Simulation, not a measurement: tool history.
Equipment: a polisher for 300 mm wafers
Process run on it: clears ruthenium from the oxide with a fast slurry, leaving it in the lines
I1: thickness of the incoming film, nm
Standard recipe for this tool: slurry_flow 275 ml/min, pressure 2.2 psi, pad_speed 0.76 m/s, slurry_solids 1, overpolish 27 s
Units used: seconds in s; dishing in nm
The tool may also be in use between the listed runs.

Run 1, hour 0: usual settings; I1 188.9. Result: seconds 62 s, dishing 59 nm.
Run 2, hour 44.2: usual settings; I1 189.1. Result: seconds 61.5 s, dishing 56.7 nm.
Run 3, hour 102.9: usual settings but pressure 1.8 psi; I1 187.9. Result: seconds 74.3 s, dishing 49.3 nm.
Run 4, hour 157.9: usual settings but pressure 1.8 psi; I1 190.5. Result: seconds 74.9 s, dishing 50.1 nm.
Run 5, hour 184.6: usual settings; I1 190.6. Result: seconds 61.6 s, dishing 57.3 nm.
At hour 233.1: slurry blender recalibrated.
Run 6, hour 253.7: usual settings; I1 192.7. Result: seconds 61.9 s, dishing 57.4 nm.
Run 7, hour 305.5: usual settings; I1 189. Result: seconds 61 s, dishing 58.4 nm.
At hour 313.5: worn pad replaced by a new one.
At hour 332.1: slurry nozzle cleaned.
Run 8, hour 337.5: usual settings; I1 188.2. Result: seconds 60.7 s, dishing 59.8 nm.
Run 9, hour 389.4: usual settings but overpolish 34 s; I1 188. Result: seconds 60.2 s, dishing 72.6 nm.
Run 10, hour 445.1: usual settings but pressure 2.5 psi, pad_speed 0.88 m/s, slurry_solids 1.25, overpolish 34 s; I1 192.4. Result: seconds 43.2 s, dishing 92.1 nm.
At hour 490.2: head pressure recalibrated.
Run 11, hour 500: usual settings but slurry_flow 240 ml/min, pressure 2 psi, slurry_solids 1.15; I1 190.9. Result: seconds 64.6 s, dishing 55.4 nm.
Run 12, hour 558.1: usual settings; I1 188.9. Result: seconds 61.9 s, dishing 57.7 nm.
Run 13, hour 603.2: usual settings but slurry_flow 215 ml/min, slurry_solids 0.8; I1 186.7. Result: seconds 67.9 s, dishing 52.4 nm.
At hour 610.7: slurry blender recalibrated.
Run 14, hour 636.1: usual settings but slurry_flow 205 ml/min; I1 187.9. Result: seconds 62.6 s, dishing 57.8 nm.
Run 15, hour 679.7: usual settings but pad_speed 0.52 m/s, slurry_solids 1.15, overpolish 41 s; I1 189.6. Result: seconds 84.5 s, dishing 64.2 nm.
At hour 691.2: worn pad replaced by a new one.
Run 16, hour 745.8: usual settings; I1 186.6. Result: seconds 60.1 s, dishing 57.2 nm.
Run 17, hour 787.2: usual settings but pad_speed 0.52 m/s, overpolish 15 s; I1 190.8. Result: seconds 89.5 s, dishing 23.3 nm.
Run 18, hour 815: usual settings but slurry_flow 190 ml/min; I1 187. Result: seconds 64.3 s, dishing 55.3 nm.
Run 19, hour 844.8: usual settings but overpolish 36 s; I1 189. Result: seconds 61.1 s, dishing 73.5 nm.
Run 20, hour 885.2: usual settings but slurry_flow 205 ml/min, pressure 1.7 psi; I1 192.6. Result: seconds 83.5 s, dishing 44.5 nm.
At hour 990.6: slurry blender recalibrated.
Run 21, hour 1042.5: usual settings but pad_speed 0.5 m/s, slurry_solids 0.75; I1 190.5. Result: seconds 106.2 s, dishing 36.3 nm.
At hour 1084: slurry nozzle cleaned.
Run 22, hour 1087.9: usual settings; I1 189.3. Result: seconds 61.2 s, dishing 57 nm.
At hour 1102.3: worn pad replaced by a new one.
Run 23, hour 1129.9: usual settings but slurry_flow 200 ml/min, overpolish 32 s; I1 191.5. Result: seconds 64.1 s, dishing 62.6 nm.
Run 24, hour 1165.3: usual settings but overpolish 33 s; I1 191.6. Result: seconds 60.8 s, dishing 67.3 nm.
Run 25, hour 1200.9: usual settings but overpolish 36 s; I1 191.7. Result: seconds 62 s, dishing 72.2 nm.
Run 26, hour 1243.1: usual settings but slurry_flow 320 ml/min, pressure 1.9 psi; I1 187.9. Result: seconds 68.6 s, dishing 53.5 nm.
Run 27, hour 1295: usual settings but pressure 1.8 psi; I1 190.2. Result: seconds 74.3 s, dishing 49 nm.
At hour 1331.6: slurry blender recalibrated.
At hour 1482.9: worn pad replaced by a new one.
Run 28, hour 1491.1: usual settings but pad_speed 1 m/s, overpolish 12 s; I1 191.2. Result: seconds 46.9 s, dishing 36.6 nm.

Predict each of these 4 candidate next runs independently; none follows another, all start after run 28:
Run A, hour 1491.6: usual settings but pad_speed 0.88 m/s; I1 186.3. Result: seconds ?, dishing ?.
Run B, hour 1491.6: usual settings but pressure 1.7 psi, slurry_solids 0.8; I1 186.3. Result: seconds ?, dishing ?.
Run C, hour 1491.6: usual settings but pressure 1.5 psi, pad_speed 0.58 m/s, overpolish 35 s; I1 186.3. Result: seconds ?, dishing ?.
Run D, hour 1491.6: usual settings but slurry_solids 1.2, overpolish 12 s; I1 186.3. Result: seconds ?, dishing ?.

run  seconds  dishing
  A     52.3     63.3
  B     86.8     41.4
  C    116.4     40.2
  D     56.2     29.6
What these runs would have given with no unlogged condition in the tool:
run  seconds  dishing
  A     52.3     63.3
  B     86.8     41.4
  C    116.4     40.2
  D     56.2     29.6

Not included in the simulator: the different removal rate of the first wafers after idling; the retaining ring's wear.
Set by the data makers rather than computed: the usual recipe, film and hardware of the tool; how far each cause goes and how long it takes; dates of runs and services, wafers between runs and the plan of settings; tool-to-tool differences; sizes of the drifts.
